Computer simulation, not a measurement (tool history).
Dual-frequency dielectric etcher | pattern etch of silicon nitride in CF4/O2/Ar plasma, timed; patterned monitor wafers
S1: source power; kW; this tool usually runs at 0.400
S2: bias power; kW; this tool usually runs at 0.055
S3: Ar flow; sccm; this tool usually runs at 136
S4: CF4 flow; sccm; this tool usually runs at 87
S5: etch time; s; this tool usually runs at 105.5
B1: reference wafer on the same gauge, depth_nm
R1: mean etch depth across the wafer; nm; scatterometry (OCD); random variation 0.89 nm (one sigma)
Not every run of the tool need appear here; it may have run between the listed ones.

run	hour	S1	S2	S3	S4	S5	B1	R1
1	0.0	0.400	0.055	117	87	105.5	154.8	173.2
2	14.9	0.400	0.055	117	87	105.5	154.8	174.0
3	31.5	0.400	0.059	136	87	118.5	154.8	199.4
4	49.1	0.400	0.055	136	87	105.5	154.8	172.2
5	84.9	0.400	0.044	136	87	105.5	155.0	150.0
6	140.8	0.400	0.044	136	87	105.5	155.1	149.9
# hour 159.8: Ar flow controller replaced
7	174.4	0.400	0.065	136	87	105.5	155.0	188.2
8	205.1	0.400	0.065	136	87	105.5	155.3	187.2
# hour 213.9: bias power generator calibrated
9	230.1	0.400	0.055	136	77	105.5	154.9	167.6
# hour 252.8: source power generator calibrated
# hour 303.9: CF4 flow controller replaced
# hour 311.9: wet clean of the chamber
# hour 313.8: upper electrode replaced
10	318.0	0.330	0.055	136	87	105.5	154.8	149.6
11	344.5	0.400	0.046	149	87	119.5	155.2	171.3
12	369.1	0.430	0.062	167	87	78.0	154.9	142.1
13	393.2	0.400	0.055	136	87	105.5	155.1	170.1
# hour 397.8: gauge calibrated
14	418.0	0.400	0.055	156	87	105.5	155.0	168.5
15	447.4	0.400	0.055	136	87	105.5	154.8	171.4
16	470.1	0.400	0.055	110	87	119.5	155.2	196.9
17	491.0	0.430	0.055	136	87	105.5	155.1	183.0
18	511.4	0.400	0.055	136	87	105.5	155.2	170.8

Here are 4 independent what-if runs from the current tool condition. What would each one return?
A	511.8	0.400	0.055	136	87	105.5	?	?
B	511.8	0.400	0.055	114	87	89.0	?	?
C	511.8	0.400	0.055	115	87	105.5	?	?
D	511.8	0.400	0.044	113	73	74.5	?	?

run	B1	R1
A	155.0	170.8
B	155.0	146.4
C	155.0	173.5
D	155.0	105.6
With no hidden state in the tool, these same runs would have given:
run	R1
A	170.8
B	146.4
C	173.5
D	105.6
